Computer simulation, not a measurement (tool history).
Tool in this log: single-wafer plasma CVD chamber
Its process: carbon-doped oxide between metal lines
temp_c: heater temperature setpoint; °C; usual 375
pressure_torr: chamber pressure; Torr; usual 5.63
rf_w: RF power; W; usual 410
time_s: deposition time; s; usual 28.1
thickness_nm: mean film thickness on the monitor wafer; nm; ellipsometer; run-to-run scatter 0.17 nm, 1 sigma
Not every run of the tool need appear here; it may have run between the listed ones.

run	day	temp_c	pressure_torr	rf_w	time_s	wafers since the last listed run	hours since the last thermocouple change	hours since the last RF generator calibration	hours since the last manometer calibration	hours since the showerhead was replaced	hours since the gauge calibration	read-back reference wafer on the same gauge, thickness_nm	thickness_nm
1	0.000	375	5.96	410	29.7	0	1058.1	2055.1	1379.4	4125.9	337.5	92.960	114.530
2	0.358	375	5.96	410	29.7	137	1066.7	2063.7	1388.0	4134.5	346.1	93.065	114.295
3	1.367	375	5.63	410	28.1	386	1090.9	2087.9	1412.2	4158.7	370.3	93.046	107.300
4	1.871	375	5.63	410	28.1	193	1103.0	2100.0	1424.3	4170.8	382.4	93.007	107.213
5	2.154	375	5.63	410	28.1	108	1109.8	2106.8	1431.1	4177.6	389.2	93.004	107.141
# day 2.625: gauge calibrated
6	2.796	375	5.63	410	28.1	245	1125.2	2122.2	1446.5	4193.0	4.1	92.972	107.079
7	3.392	375	5.07	475	28.1	228	1139.5	2136.5	1460.8	4207.3	18.4	93.010	119.519
8	3.746	375	5.63	410	24.3	135	1148.0	2145.0	1469.3	4215.8	26.9	93.020	92.504
9	4.212	375	5.63	410	28.1	178	1159.2	2156.2	1480.5	4227.0	38.1	93.020	106.859
# day 4.967: RF generator calibrated
# day 5.871: showerhead replaced
10	6.388	387	6.21	335	25.2	578	1211.4	34.1	1532.7	12.4	90.3	93.036	83.888
# day 6.754: capacitance manometer re-zeroed and calibrated
11	6.775	375	6.62	345	26.5	20	1220.7	43.4	0.5	21.7	99.6	92.964	93.770
12	7.129	375	5.63	410	25.1	135	1229.2	51.9	9.0	30.2	108.1	92.967	102.449
13	7.838	386	5.63	410	26.2	271	1246.2	68.9	26.0	47.2	125.1	93.019	103.851
14	8.521	361	4.62	355	23.1	261	1262.6	85.3	42.4	63.6	141.5	93.023	83.297
15	9.212	375	5.63	410	28.1	265	1279.2	101.9	59.0	80.2	158.1	93.010	114.342
16	9.900	387	6.21	335	25.2	263	1295.7	118.4	75.5	96.7	174.6	93.089	83.945
17	10.346	387	6.54	435	33.3	170	1306.4	129.1	86.2	107.4	185.3	93.026	141.116
# day 11.004: thermocouple changed; heater temperature recalibrated
18	11.050	375	4.69	465	31.8	142	1.1	146.0	103.1	124.3	202.2	92.973	136.744
19	11.596	375	4.84	385	24.3	209	14.2	159.1	116.2	137.4	215.3	93.000	89.852
20	12.483	375	6.77	410	32.2	340	35.5	180.4	137.5	158.7	236.6	92.991	131.559
21	13.079	375	6.01	480	25.2	228	49.8	194.7	151.8	173.0	250.9	93.032	116.315
22	13.700	375	5.63	410	28.1	237	64.7	209.6	166.7	187.9	265.8	92.997	112.687

Run 23 has not been measured yet. What should we expect?
23	14.171	360	5.26	440	25.3	180	76.0	220.9	178.0	199.2	277.1	?	?

{"run 23": {"read-back reference wafer on the same gauge, thickness_nm": 93.005, "thickness_nm": 111.518}}
Were there no unlogged condition in the tool, this run, its random variation unchanged, would have produced thickness_nm 111.993 nm.
